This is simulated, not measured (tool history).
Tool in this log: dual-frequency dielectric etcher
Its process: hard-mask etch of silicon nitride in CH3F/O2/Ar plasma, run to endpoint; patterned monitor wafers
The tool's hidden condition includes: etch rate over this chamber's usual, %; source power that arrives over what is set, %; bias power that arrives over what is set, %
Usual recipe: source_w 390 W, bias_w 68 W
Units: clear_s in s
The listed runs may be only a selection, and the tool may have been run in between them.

run     day  source_w  bias_w  wafers since the last listed run  hours since the last wet clean  hours since the last source power generator calibration  hours since the last bias power generator calibration  hours since the last upper electrode change  incoming incoming film thickness, nm  clear_s
  1       0       390      68                                 0                           201.7                                                   2394.5                                                 2207.4                                         2731                                    52     75.8
  2   2.296       390      68                               445                           256.8                                                   2449.6                                                 2262.5                                       2786.1                                  52.2     76.6
      6.458  -- wet clean of the chamber
  3   9.042       340      68                              1115                              62                                                   2611.5                                                 2424.4                                         2948                                    53     81.5
  4  10.296       340      68                               243                            92.1                                                   2641.6                                                 2454.5                                       2978.1                                  52.8     81.4
  5  11.742       390      63                               280                           126.8                                                   2676.3                                                 2489.2                                       3012.8                                  52.2     79.5
  6  13.658       390      63                               372                           172.8                                                   2722.3                                                 2535.2                                       3058.8                                  52.5       80
  7  16.288       390      63                               510                           235.9                                                   2785.4                                                 2598.3                                       3121.9                                    53     81.3
     18.996  -- bias power generator calibrated
  8  19.017       320      68                               497                           301.4                                                   2850.9                                                    0.5                                       3187.4                                  52.7     83.5
     20.192  -- source power generator calibrated
     21.521  -- wet clean of the chamber
     21.625  -- upper electrode replaced
  9  21.646       460      62                               263                               3                                                     34.9                                                   63.6                                          0.5                                  52.7     75.3
 10  24.146       340      80                               485                              63                                                     94.9                                                  123.6                                         60.5                                  52.6     74.2
 11   26.15       390      68                               389                           111.1                                                      143                                                  171.7                                        108.6                                  52.8     77.1
 12  28.938       490      55                               541                             178                                                    209.9                                                  238.6                                        175.5                                  53.1     79.2
 13  30.942       420      61                               389                           226.1                                                      258                                                  286.7                                        223.6                                  52.7     79.6
 14  33.421       440      61                               481                           285.6                                                    317.5                                                  346.2                                        283.1                                  53.1       79

What if the next run were any one of these 3? Each begins from the tool's condition after run 14:
  A  33.438       390      68                                 3                             286                                                    317.9                                                  346.6                                        283.5                                  53.2        ?
  B  33.438       290      73                                 3                             286                                                    317.9                                                  346.6                                        283.5                                  53.2        ?
  C  33.438       390      79                                 3                             286                                                    317.9                                                  346.6                                        283.5                                  53.2        ?

run  clear_s
  A     78.3
  B     85.1
  C     72.3
Stripped of hidden state, with their random variation kept, the same runs would have yielded:
run  clear_s
  A     77.4
  B     84.1
  C     71.4
